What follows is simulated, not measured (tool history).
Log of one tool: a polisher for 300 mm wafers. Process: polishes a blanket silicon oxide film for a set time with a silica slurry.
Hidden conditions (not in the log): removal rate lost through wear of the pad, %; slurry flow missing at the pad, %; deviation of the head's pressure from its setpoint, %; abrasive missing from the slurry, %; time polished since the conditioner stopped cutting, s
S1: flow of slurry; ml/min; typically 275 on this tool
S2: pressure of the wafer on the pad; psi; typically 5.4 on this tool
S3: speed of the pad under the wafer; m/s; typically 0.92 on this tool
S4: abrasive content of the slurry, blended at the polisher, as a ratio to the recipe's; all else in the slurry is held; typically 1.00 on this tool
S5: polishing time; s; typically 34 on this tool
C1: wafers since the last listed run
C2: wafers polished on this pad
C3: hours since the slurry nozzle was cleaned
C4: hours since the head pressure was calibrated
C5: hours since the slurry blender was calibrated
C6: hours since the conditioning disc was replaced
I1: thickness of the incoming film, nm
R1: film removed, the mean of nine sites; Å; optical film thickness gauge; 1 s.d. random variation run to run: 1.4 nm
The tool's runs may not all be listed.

run   hour   S1   S2    S3    S4  S5   C1    C2     C3     C4     C5     C6      I1    R1
  1    0.0  275  5.4  0.92  0.85  34    0   863  449.3  314.9  110.2  287.8  1633.0  1004
      11.2  -- slurry blender recalibrated
  2   15.5  275  5.4  0.92  1.00  34  212  1075  464.8  330.4    4.3  303.3  1687.1  1078
      29.8  -- worn pad replaced by a new one
  3   30.3  275  5.4  0.92  1.00  34  169     7  479.6  345.2   19.1  318.1  1668.2  1086
  4   43.4  275  4.2  0.92  1.00  34  205   213  492.7  358.3   32.2  331.2  1667.3   816
  5   50.9  275  5.4  0.92  1.00  34  117   331  500.2  365.8   39.7  338.7  1671.7  1055
      59.1  -- slurry nozzle cleaned
  6   64.1  275  5.4  0.92  1.00  34  191   523    5.0  379.0   52.9  351.9  1663.2  1096
  7   72.6  275  5.4  0.92  1.00  34  133   656   13.5  387.5   61.4  360.4  1676.9  1122
  8   89.6  305  4.2  0.66  1.20  34  267   924   30.5  404.5   78.4  377.4  1663.5   779
  9  101.3  275  5.4  1.04  1.00  34  183  1108   42.2  416.2   90.1  389.1  1656.3  1230
     113.1  -- worn pad replaced by a new one
     115.3  -- conditioning disc replaced and pad reconditioned
 10  116.3  275  5.4  1.06  1.00  30  141    18   57.2  431.2  105.1    1.0  1661.7  1137
 11  133.2  275  5.4  0.92  1.00  34  265   284   74.1  448.1  122.0   17.9  1671.6  1160
 12  142.4  275  5.4  0.92  1.00  34  144   428   83.3  457.3  131.2   27.1  1661.6  1172
     156.9  -- slurry blender recalibrated
 13  157.4  300  3.9  1.00  1.00  25  204   633   98.3  472.3    0.5   42.1  1659.0   672
 14  171.4  250  6.7  0.92  0.90  34  220   853  112.3  486.3   14.5   56.1  1655.4  1342
     174.1  -- head pressure recalibrated
 15  177.7  275  5.4  0.92  1.00  34   67   920  118.6    3.6   20.8   62.4  1667.2  1147
 16  184.8  275  7.1  0.92  0.75  34  111  1032  125.7   10.7   27.9   69.5  1669.5  1325

What does the tool deliver on the next run?
     200.7  -- worn pad replaced by a new one
 17  201.2  275  5.4  0.92  1.00  34  194   7  142.1  27.1  44.3  85.9  1659.1   ?

Logged for run 17: R1 1164 Å.
With no hidden state in the tool, this same run would have given R1 1204 Å.
